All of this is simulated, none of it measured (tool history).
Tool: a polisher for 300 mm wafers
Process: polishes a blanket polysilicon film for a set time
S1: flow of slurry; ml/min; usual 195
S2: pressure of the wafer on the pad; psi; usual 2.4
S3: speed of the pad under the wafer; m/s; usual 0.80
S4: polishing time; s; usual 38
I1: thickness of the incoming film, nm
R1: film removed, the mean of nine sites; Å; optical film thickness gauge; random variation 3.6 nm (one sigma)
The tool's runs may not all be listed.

run 1 hour=0.0 | S1=195 S2=2.4 S3=0.80 S4=38 | I1=1663.3 | R1=2191
-- hour=17.7 worn pad replaced by a new one
run 2 hour=54.4 | S1=195 S2=2.4 S3=0.80 S4=38 | I1=1669.2 | R1=2439
-- hour=61.5 slurry nozzle cleaned
run 3 hour=92.4 | S1=195 S2=2.4 S3=0.80 S4=38 | I1=1681.6 | R1=2329
run 4 hour=139.9 | S1=230 S2=2.4 S3=0.80 S4=38 | I1=1682.0 | R1=2333
run 5 hour=186.5 | S1=230 S2=2.4 S3=0.80 S4=38 | I1=1668.6 | R1=2289
run 6 hour=221.6 | S1=195 S2=2.4 S3=0.80 S4=38 | I1=1662.1 | R1=2250
-- hour=281.8 worn pad replaced by a new one
run 7 hour=286.7 | S1=195 S2=2.4 S3=0.80 S4=38 | I1=1642.8 | R1=2563
-- hour=319.0 slurry nozzle cleaned
run 8 hour=348.6 | S1=195 S2=2.4 S3=0.80 S4=38 | I1=1664.1 | R1=2409
run 9 hour=395.7 | S1=195 S2=2.4 S3=0.80 S4=38 | I1=1654.6 | R1=2380
run 10 hour=424.9 | S1=195 S2=2.4 S3=0.80 S4=38 | I1=1644.0 | R1=2270
run 11 hour=477.7 | S1=195 S2=2.4 S3=0.80 S4=38 | I1=1672.0 | R1=2256
run 12 hour=509.9 | S1=195 S2=2.4 S3=0.80 S4=38 | I1=1674.0 | R1=2220
-- hour=570.4 head pressure recalibrated
-- hour=580.4 slurry nozzle cleaned
-- hour=591.4 worn pad replaced by a new one
run 13 hour=705.0 | S1=245 S2=2.4 S3=0.80 S4=38 | I1=1675.7 | R1=2306
run 14 hour=735.0 | S1=195 S2=2.7 S3=0.80 S4=38 | I1=1648.9 | R1=2429
run 15 hour=793.1 | S1=260 S2=2.1 S3=0.88 S4=38 | I1=1658.0 | R1=2311
run 16 hour=837.0 | S1=195 S2=1.9 S3=0.88 S4=42 | I1=1677.3 | R1=2292
-- hour=854.3 worn pad replaced by a new one
run 17 hour=878.4 | S1=195 S2=2.8 S3=1.06 S4=38 | I1=1678.5 | R1=3700
-- hour=904.2 slurry nozzle cleaned
run 18 hour=950.3 | S1=195 S2=2.4 S3=0.80 S4=50 | I1=1662.9 | R1=3061
run 19 hour=1011.4 | S1=195 S2=2.8 S3=1.06 S4=38 | I1=1668.1 | R1=3341
run 20 hour=1052.6 | S1=235 S2=2.4 S3=0.62 S4=38 | I1=1683.9 | R1=1784
-- hour=1100.8 head pressure recalibrated
run 21 hour=1107.6 | S1=135 S2=1.9 S3=0.66 S4=44 | I1=1643.9 | R1=1686
run 22 hour=1136.0 | S1=255 S2=2.4 S3=0.64 S4=34 | I1=1675.6 | R1=1681
-- hour=1157.7 worn pad replaced by a new one
-- hour=1159.8 slurry nozzle cleaned
run 23 hour=1199.6 | S1=160 S2=2.4 S3=0.80 S4=38 | I1=1637.7 | R1=2395
run 24 hour=1251.5 | S1=195 S2=2.4 S3=0.96 S4=38 | I1=1657.0 | R1=2846
run 25 hour=1312.5 | S1=195 S2=2.4 S3=0.80 S4=38 | I1=1658.9 | R1=2279
run 26 hour=1383.6 | S1=195 S2=2.8 S3=1.06 S4=38 | I1=1678.0 | R1=3367
-- hour=1401.3 slurry nozzle cleaned
run 27 hour=1418.5 | S1=230 S2=2.4 S3=0.88 S4=38 | I1=1699.5 | R1=2521

3 ways to go on from here, each from the tool as it stands after run 27. What would each give?
run A hour=1418.9 | S1=195 S2=2.4 S3=0.60 S4=38 | I1=1679.3 | R1=?
run B hour=1418.9 | S1=150 S2=2.4 S3=0.80 S4=38 | I1=1679.3 | R1=?
run C hour=1418.9 | S1=195 S2=3.1 S3=0.92 S4=38 | I1=1679.3 | R1=?

run=A R1=1710
run=B R1=2179
run=C R1=3181
Without the tool's hidden state the same runs would have given:
run=A R1=1944
run=B R1=2477
run=C R1=3617

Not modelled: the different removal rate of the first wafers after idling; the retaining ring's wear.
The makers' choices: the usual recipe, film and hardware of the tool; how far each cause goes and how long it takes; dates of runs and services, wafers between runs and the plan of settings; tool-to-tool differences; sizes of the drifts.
